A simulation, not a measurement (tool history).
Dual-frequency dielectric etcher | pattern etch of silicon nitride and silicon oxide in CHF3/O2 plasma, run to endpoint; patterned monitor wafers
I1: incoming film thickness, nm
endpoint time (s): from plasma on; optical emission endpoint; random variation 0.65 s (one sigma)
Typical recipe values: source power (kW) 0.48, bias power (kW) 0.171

run 1 hour=0 | source_power_(kW)=0.48 bias_power_(kW)=0.146 | I1=172.4 | endpoint_time_(s)=127.3
run 2 hour=24.3 | source_power_(kW)=0.48 bias_power_(kW)=0.146 | I1=170.9 | endpoint_time_(s)=127
run 3 hour=74.8 | source_power_(kW)=0.39 bias_power_(kW)=0.201 | I1=172.8 | endpoint_time_(s)=121.3
run 4 hour=146.5 | source_power_(kW)=0.39 bias_power_(kW)=0.201 | I1=173.3 | endpoint_time_(s)=120.6
run 5 hour=176.9 | source_power_(kW)=0.48 bias_power_(kW)=0.153 | I1=172.2 | endpoint_time_(s)=126.2
run 6 hour=227.1 | source_power_(kW)=0.48 bias_power_(kW)=0.153 | I1=171.7 | endpoint_time_(s)=123.6
run 7 hour=299 | source_power_(kW)=0.48 bias_power_(kW)=0.153 | I1=172.1 | endpoint_time_(s)=123.6
run 8 hour=350.9 | source_power_(kW)=0.48 bias_power_(kW)=0.171 | I1=172.3 | endpoint_time_(s)=118.5
run 9 hour=397.9 | source_power_(kW)=0.48 bias_power_(kW)=0.171 | I1=172.4 | endpoint_time_(s)=117.9
-- hour=434.8 wet clean of the chamber
run 10 hour=459.3 | source_power_(kW)=0.48 bias_power_(kW)=0.171 | I1=170.7 | endpoint_time_(s)=122.3
run 11 hour=512.1 | source_power_(kW)=0.44 bias_power_(kW)=0.171 | I1=173.1 | endpoint_time_(s)=127
run 12 hour=553 | source_power_(kW)=0.44 bias_power_(kW)=0.171 | I1=170.4 | endpoint_time_(s)=126.3
-- hour=571.7 bias power generator calibrated
run 13 hour=613.7 | source_power_(kW)=0.44 bias_power_(kW)=0.171 | I1=171.7 | endpoint_time_(s)=125.5
run 14 hour=651.6 | source_power_(kW)=0.48 bias_power_(kW)=0.142 | I1=172.5 | endpoint_time_(s)=130.8
run 15 hour=687.4 | source_power_(kW)=0.59 bias_power_(kW)=0.131 | I1=172 | endpoint_time_(s)=125.2
-- hour=717.8 upper electrode replaced
run 16 hour=756.5 | source_power_(kW)=0.39 bias_power_(kW)=0.201 | I1=173.2 | endpoint_time_(s)=123.4
run 17 hour=819.1 | source_power_(kW)=0.48 bias_power_(kW)=0.198 | I1=171.9 | endpoint_time_(s)=113.3
run 18 hour=859.6 | source_power_(kW)=0.54 bias_power_(kW)=0.132 | I1=171.7 | endpoint_time_(s)=127.5
run 19 hour=977.4 | source_power_(kW)=0.48 bias_power_(kW)=0.171 | I1=171.4 | endpoint_time_(s)=118.3
-- hour=1008.2 wet clean of the chamber
run 20 hour=1008.9 | source_power_(kW)=0.39 bias_power_(kW)=0.209 | I1=172.8 | endpoint_time_(s)=123.8
run 21 hour=1034.9 | source_power_(kW)=0.48 bias_power_(kW)=0.171 | I1=173.6 | endpoint_time_(s)=124.5
-- hour=1111.9 source power generator calibrated
run 22 hour=1186.2 | source_power_(kW)=0.59 bias_power_(kW)=0.202 | I1=172.2 | endpoint_time_(s)=107.2
run 23 hour=1243.4 | source_power_(kW)=0.4 bias_power_(kW)=0.183 | I1=171.9 | endpoint_time_(s)=123.8
run 24 hour=1307.2 | source_power_(kW)=0.48 bias_power_(kW)=0.171 | I1=172.1 | endpoint_time_(s)=122.2
run 25 hour=1348.6 | source_power_(kW)=0.43 bias_power_(kW)=0.186 | I1=173.1 | endpoint_time_(s)=121.8
run 26 hour=1393.8 | source_power_(kW)=0.51 bias_power_(kW)=0.129 | I1=172.3 | endpoint_time_(s)=130.3

What was the tool's hidden state at every run in the log?
source power that arrives over what is set, %: 0 across all the runs
bias power that arrives over what is set, %: 0 across all the runs
H1: etch rate over this chamber's usual, %
run=1 H1=2.35
run=2 H1=2.55
run=3 H1=2.98
run=4 H1=3.59
run=5 H1=3.85
run=6 H1=4.27
run=7 H1=4.88
run=8 H1=5.33
run=9 H1=5.72
run=10 H1=0.0961
run=11 H1=0.544
run=12 H1=0.892
run=13 H1=1.41
run=14 H1=1.73
run=15 H1=2.03
run=16 H1=2.62
run=17 H1=3.15
run=18 H1=3.5
run=19 H1=4.5
run=20 H1=-0.0817
run=21 H1=0.139
run=22 H1=1.42
run=23 H1=1.91
run=24 H1=2.45
run=25 H1=2.8
run=26 H1=3.19
